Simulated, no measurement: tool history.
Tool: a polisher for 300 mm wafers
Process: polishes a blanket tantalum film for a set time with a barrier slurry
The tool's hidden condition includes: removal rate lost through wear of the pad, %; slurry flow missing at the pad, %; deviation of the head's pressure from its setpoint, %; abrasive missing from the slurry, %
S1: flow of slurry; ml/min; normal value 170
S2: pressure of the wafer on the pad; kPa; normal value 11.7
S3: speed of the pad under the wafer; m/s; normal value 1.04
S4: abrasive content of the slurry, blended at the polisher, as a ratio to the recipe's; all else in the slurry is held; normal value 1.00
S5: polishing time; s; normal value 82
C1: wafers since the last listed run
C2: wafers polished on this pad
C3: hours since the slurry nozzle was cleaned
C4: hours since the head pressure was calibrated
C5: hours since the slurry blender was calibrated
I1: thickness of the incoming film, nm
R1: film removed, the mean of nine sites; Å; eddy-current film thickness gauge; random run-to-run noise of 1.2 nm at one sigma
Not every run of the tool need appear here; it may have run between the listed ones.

{"run": 1, "hour": 0.0, "S1": 170, "S2": 11.7, "S3": 1.22, "S4": 1.0, "S5": 82, "C1": 0, "C2": 573, "C3": 169.2, "C4": 1131.0, "C5": 105.6, "I1": 384.6, "R1": 1330}
{"run": 2, "hour": 58.9, "S1": 170, "S2": 11.7, "S3": 1.22, "S4": 1.0, "S5": 82, "C1": 450, "C2": 1023, "C3": 228.1, "C4": 1189.9, "C5": 164.5, "I1": 389.1, "R1": 1302}
{"run": 3, "hour": 103.7, "S1": 170, "S2": 11.7, "S3": 1.22, "S4": 1.0, "S5": 82, "C1": 342, "C2": 1365, "C3": 272.9, "C4": 1234.7, "C5": 209.3, "I1": 384.0, "R1": 1321}
{"hour": 114.4, "done": "worn pad replaced by a new one"}
{"run": 4, "hour": 169.9, "S1": 170, "S2": 11.7, "S3": 1.04, "S4": 1.0, "S5": 82, "C1": 475, "C2": 423, "C3": 339.1, "C4": 1300.9, "C5": 275.5, "I1": 386.2, "R1": 1129}
{"run": 5, "hour": 237.7, "S1": 170, "S2": 11.7, "S3": 1.04, "S4": 1.0, "S5": 82, "C1": 518, "C2": 942, "C3": 406.9, "C4": 1368.7, "C5": 343.3, "I1": 384.4, "R1": 1134}
{"hour": 304.8, "done": "worn pad replaced by a new one"}
{"hour": 322.1, "done": "slurry blender recalibrated"}
{"run": 6, "hour": 344.7, "S1": 170, "S2": 11.7, "S3": 1.04, "S4": 1.0, "S5": 82, "C1": 771, "C2": 289, "C3": 513.9, "C4": 1475.7, "C5": 22.6, "I1": 397.2, "R1": 1139}
{"hour": 351.3, "done": "head pressure recalibrated"}
{"run": 7, "hour": 406.4, "S1": 170, "S2": 11.7, "S3": 1.04, "S4": 1.0, "S5": 82, "C1": 456, "C2": 746, "C3": 575.6, "C4": 55.1, "C5": 84.3, "I1": 387.7, "R1": 1043}
{"hour": 448.5, "done": "slurry nozzle cleaned"}
{"run": 8, "hour": 455.2, "S1": 140, "S2": 11.7, "S3": 1.4, "S4": 1.0, "S5": 82, "C1": 365, "C2": 1111, "C3": 6.7, "C4": 103.9, "C5": 133.1, "I1": 384.6, "R1": 1330}
{"hour": 459.2, "done": "worn pad replaced by a new one"}
{"run": 9, "hour": 520.4, "S1": 170, "S2": 13.8, "S3": 1.04, "S4": 0.85, "S5": 82, "C1": 467, "C2": 467, "C3": 71.9, "C4": 169.1, "C5": 198.3, "I1": 390.8, "R1": 1143}
{"run": 10, "hour": 588.4, "S1": 170, "S2": 11.7, "S3": 1.04, "S4": 1.2, "S5": 82, "C1": 519, "C2": 987, "C3": 139.9, "C4": 237.1, "C5": 266.3, "I1": 394.1, "R1": 1105}
{"hour": 633.9, "done": "worn pad replaced by a new one"}
{"run": 11, "hour": 642.6, "S1": 195, "S2": 11.7, "S3": 1.4, "S4": 1.0, "S5": 82, "C1": 383, "C2": 66, "C3": 194.1, "C4": 291.3, "C5": 320.5, "I1": 386.0, "R1": 1434}
{"run": 12, "hour": 710.8, "S1": 170, "S2": 11.7, "S3": 1.04, "S4": 1.0, "S5": 82, "C1": 521, "C2": 587, "C3": 262.3, "C4": 359.5, "C5": 388.7, "I1": 386.9, "R1": 1062}
{"run": 13, "hour": 738.5, "S1": 170, "S2": 11.7, "S3": 0.8, "S4": 0.9, "S5": 82, "C1": 211, "C2": 799, "C3": 290.0, "C4": 387.2, "C5": 416.4, "I1": 395.8, "R1": 786}
{"hour": 762.5, "done": "slurry blender recalibrated"}
{"hour": 778.5, "done": "worn pad replaced by a new one"}
{"run": 14, "hour": 790.5, "S1": 170, "S2": 11.7, "S3": 0.76, "S4": 0.85, "S5": 82, "C1": 351, "C2": 91, "C3": 342.0, "C4": 439.2, "C5": 28.0, "I1": 395.5, "R1": 732}
{"run": 15, "hour": 827.9, "S1": 170, "S2": 11.7, "S3": 1.04, "S4": 1.0, "S5": 82, "C1": 285, "C2": 377, "C3": 379.4, "C4": 476.6, "C5": 65.4, "I1": 396.7, "R1": 1076}

Branching from run 15: 4 alternative next runs. What would each branch give?
{"run": "A", "hour": 828.4, "S1": 170, "S2": 11.7, "S3": 1.04, "S4": 1.0, "S5": 82, "C1": 3, "C2": 381, "C3": 379.9, "C4": 477.1, "C5": 65.9, "I1": 386.8, "R1": "?"}
{"run": "B", "hour": 828.4, "S1": 205, "S2": 15.2, "S3": 1.04, "S4": 1.0, "S5": 103, "C1": 3, "C2": 381, "C3": 379.9, "C4": 477.1, "C5": 65.9, "I1": 386.8, "R1": "?"}
{"run": "C", "hour": 828.4, "S1": 185, "S2": 11.7, "S3": 0.78, "S4": 1.0, "S5": 53, "C1": 3, "C2": 381, "C3": 379.9, "C4": 477.1, "C5": 65.9, "I1": 386.8, "R1": "?"}
{"run": "D", "hour": 828.4, "S1": 170, "S2": 11.7, "S3": 1.04, "S4": 0.75, "S5": 82, "C1": 3, "C2": 381, "C3": 379.9, "C4": 477.1, "C5": 65.9, "I1": 386.8, "R1": "?"}

run=A R1=1067
run=B R1=1784
run=C R1=524
run=D R1=940
Had the tool no hidden state, the same runs would have come out as:
run=A R1=1018
run=B R1=1703
run=C R1=500
run=D R1=897
